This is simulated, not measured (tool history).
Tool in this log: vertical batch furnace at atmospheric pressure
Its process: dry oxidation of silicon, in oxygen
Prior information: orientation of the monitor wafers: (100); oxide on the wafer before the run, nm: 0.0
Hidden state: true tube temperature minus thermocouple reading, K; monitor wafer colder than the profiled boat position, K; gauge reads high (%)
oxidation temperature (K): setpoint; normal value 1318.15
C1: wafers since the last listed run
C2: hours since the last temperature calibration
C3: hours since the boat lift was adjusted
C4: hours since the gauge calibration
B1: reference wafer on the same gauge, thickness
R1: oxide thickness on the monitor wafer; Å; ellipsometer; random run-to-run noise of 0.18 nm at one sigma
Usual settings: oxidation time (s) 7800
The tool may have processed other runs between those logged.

Run 1, hour 0: usual settings; C1 0; C2 2335.4; C3 4686.5; C4 161; B1 139.1. Result: R1 1213.4 Å.
Run 2, hour 17.4: usual settings; C1 220; C2 2352.8; C3 4703.9; C4 178.4; B1 139.02. Result: R1 1213.5 Å.
Run 3, hour 36.6: usual settings; C1 243; C2 2372; C3 4723.1; C4 197.6; B1 139.12. Result: R1 1214.5 Å.
Run 4, hour 50.1: usual settings but oxidation time (s) 5640; C1 171; C2 2385.5; C3 4736.6; C4 211.1; B1 138.97. Result: R1 983 Å.
Run 5, hour 77.4: usual settings but oxidation time (s) 5640; C1 346; C2 2412.8; C3 4763.9; C4 238.4; B1 139.01. Result: R1 984.4 Å.
Run 6, hour 100.2: usual settings but oxidation temperature (K) 1332.15; C1 289; C2 2435.6; C3 4786.7; C4 261.2; B1 138.98. Result: R1 1357.9 Å.
Run 7, hour 122.3: usual settings but oxidation temperature (K) 1332.15; C1 280; C2 2457.7; C3 4808.8; C4 283.3; B1 139.01. Result: R1 1351.6 Å.
Run 8, hour 133.2: usual settings but oxidation temperature (K) 1332.15; C1 138; C2 2468.6; C3 4819.7; C4 294.2; B1 138.96. Result: R1 1356 Å.
Run 9, hour 217.8: usual settings but oxidation time (s) 4860; C1 1073; C2 2553.2; C3 4904.3; C4 378.8; B1 138.94. Result: R1 896.6 Å.
Run 10, hour 236.5: usual settings; C1 237; C2 2571.9; C3 4923; C4 397.5; B1 138.99. Result: R1 1218.8 Å.
Run 11, hour 259.5: usual settings but oxidation temperature (K) 1304.15; C1 291; C2 2594.9; C3 4946; C4 420.5; B1 139.07. Result: R1 1087.8 Å.
Run 12, hour 281.6: usual settings but oxidation temperature (K) 1293.15, oxidation time (s) 9810; C1 280; C2 2617; C3 4968.1; C4 442.6; B1 138.99. Result: R1 1156.5 Å.
Run 13, hour 306.7: usual settings but oxidation temperature (K) 1337.15, oxidation time (s) 5100; C1 318; C2 2642.1; C3 4993.2; C4 467.7; B1 139.05. Result: R1 1076 Å.
Run 14, hour 334.9: usual settings but oxidation temperature (K) 1332.15; C1 357; C2 2670.3; C3 5021.4; C4 495.9; B1 138.98. Result: R1 1361.7 Å.
At hour 365.7: gauge calibrated.
At hour 377.4: boat lift adjusted.
At hour 390.8: thermocouples replaced and temperature profile calibrated.
Run 15, hour 391.3: usual settings but oxidation temperature (K) 1333.15, oxidation time (s) 10230; C1 241; C2 0.5; C3 13.9; C4 25.6; B1 139.03. Result: R1 1574.6 Å.
Run 16, hour 397.9: usual settings but oxidation temperature (K) 1333.15, oxidation time (s) 4110; C1 83; C2 7.1; C3 20.5; C4 32.2; B1 139.02. Result: R1 876.6 Å.
Run 17, hour 404.5: usual settings but oxidation temperature (K) 1294.15, oxidation time (s) 10950; C1 83; C2 13.7; C3 27.1; C4 38.8; B1 138.92. Result: R1 1213.2 Å.
Run 18, hour 421: usual settings but oxidation temperature (K) 1298.15, oxidation time (s) 5940; C1 209; C2 30.2; C3 43.6; C4 55.3; B1 138.94. Result: R1 833.3 Å.
Run 19, hour 443.1: usual settings but oxidation temperature (K) 1294.15, oxidation time (s) 4080; C1 280; C2 52.3; C3 65.7; C4 77.4; B1 139.02. Result: R1 626.7 Å.
Run 20, hour 459.9: usual settings; C1 213; C2 69.1; C3 82.5; C4 94.2; B1 138.98. Result: R1 1183.2 Å.
Run 21, hour 471.2: usual settings but oxidation temperature (K) 1296.15, oxidation time (s) 8940; C1 143; C2 80.4; C3 93.8; C4 105.5; B1 138.94. Result: R1 1074.7 Å.
Run 22, hour 483.6: usual settings but oxidation temperature (K) 1334.15; C1 157; C2 92.8; C3 106.2; C4 117.9; B1 138.93. Result: R1 1338.2 Å.
Run 23, hour 501.4: usual settings but oxidation temperature (K) 1300.15; C1 225; C2 110.6; C3 124; C4 135.7; B1 138.97. Result: R1 1015 Å.

Branching from run 23: 5 alternative next runs. What would each branch give?
Run A, hour 508.1: usual settings; C1 85; C2 117.3; C3 130.7; C4 142.4; B1 ?. Result: R1 ?.
Run B, hour 508.1: usual settings but oxidation temperature (K) 1303.15, oxidation time (s) 11340; C1 85; C2 117.3; C3 130.7; C4 142.4; B1 ?. Result: R1 ?.
Run C, hour 508.1: usual settings but oxidation time (s) 9960; C1 85; C2 117.3; C3 130.7; C4 142.4; B1 ?. Result: R1 ?.
Run D, hour 508.1: usual settings but oxidation temperature (K) 1305.15, oxidation time (s) 4470; C1 85; C2 117.3; C3 130.7; C4 142.4; B1 ?. Result: R1 ?.
Run E, hour 508.1: usual settings but oxidation time (s) 6360; C1 85; C2 117.3; C3 130.7; C4 142.4; B1 ?. Result: R1 ?.

run      B1      R1
  A  138.95  1177.4
  B  138.95    1334
  C  138.95  1381.1
  D  138.95     731
  E  138.95  1029.9
Had the tool no hidden state, the same runs would have come out as:
run      R1
  A  1169.8
  B  1325.2
  C  1372.4
  D   725.9
  E  1023.1

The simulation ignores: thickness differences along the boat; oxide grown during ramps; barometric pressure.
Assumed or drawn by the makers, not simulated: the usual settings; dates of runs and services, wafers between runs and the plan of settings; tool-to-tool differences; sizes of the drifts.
